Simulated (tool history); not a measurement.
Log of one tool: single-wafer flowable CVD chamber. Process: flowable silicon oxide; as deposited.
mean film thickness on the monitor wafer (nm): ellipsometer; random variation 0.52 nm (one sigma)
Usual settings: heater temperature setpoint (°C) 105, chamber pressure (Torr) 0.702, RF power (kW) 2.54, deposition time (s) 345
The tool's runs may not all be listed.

run    day  heater temperature setpoint (°C)  chamber pressure (Torr)  RF power (kW)  deposition time (s)  read-back reference wafer on the same gauge, thickness_nm  mean film thickness on the monitor wafer (nm)
  1      0                               105                    0.702           2.54                  345                                                    121.056                                        127.132
  2  0.546                               105                    0.702           2.54                  345                                                    121.048                                        127.053
  3  1.204                               105                    0.702           2.54                  345                                                    120.943                                        126.525
  4  1.517                               105                    0.625           2.54                  345                                                        121                                         116.73
  5  2.171                               105                    0.625           2.54                  345                                                    121.073                                        116.642
     2.846  -- capacitance manometer re-zeroed and calibrated
      3.05  -- showerhead replaced
  6  3.071                               105                    0.702           2.54                  303                                                    120.946                                        110.579
     3.483  -- RF generator calibrated
  7  3.496                               105                    0.702           2.54                  303                                                    120.956                                        110.563
  8  3.812                                92                    0.702           2.54                  345                                                    121.066                                        183.644
     4.104  -- gauge calibrated
     4.421  -- thermocouple changed; heater temperature recalibrated
  9  4.442                               105                    0.702           2.54                  345                                                    121.078                                        114.792
 10  4.496                               105                    0.702          2.975                  345                                                    121.048                                         116.86
 11  5.162                               119                     0.62          2.155                  298                                                    120.957                                         62.649
     5.725  -- thermocouple changed; heater temperature recalibrated, repeated, since the last time left the tool worse
 12  5.767                               115                    0.585           2.96                  366                                                    121.057                                        100.937
 13  7.104                               105                     0.58           2.54                  382                                                    121.108                                        138.417

The next listed run, before its measurement:
 14  7.529                                97                    0.702          3.025                  315                                                          ?                                              ?

Run 14 gave read-back reference wafer on the same gauge, thickness_nm 120.913, mean film thickness on the monitor wafer (nm) 165.063.
Without the tool's hidden state the same run would have given mean film thickness on the monitor wafer (nm) 168.591.
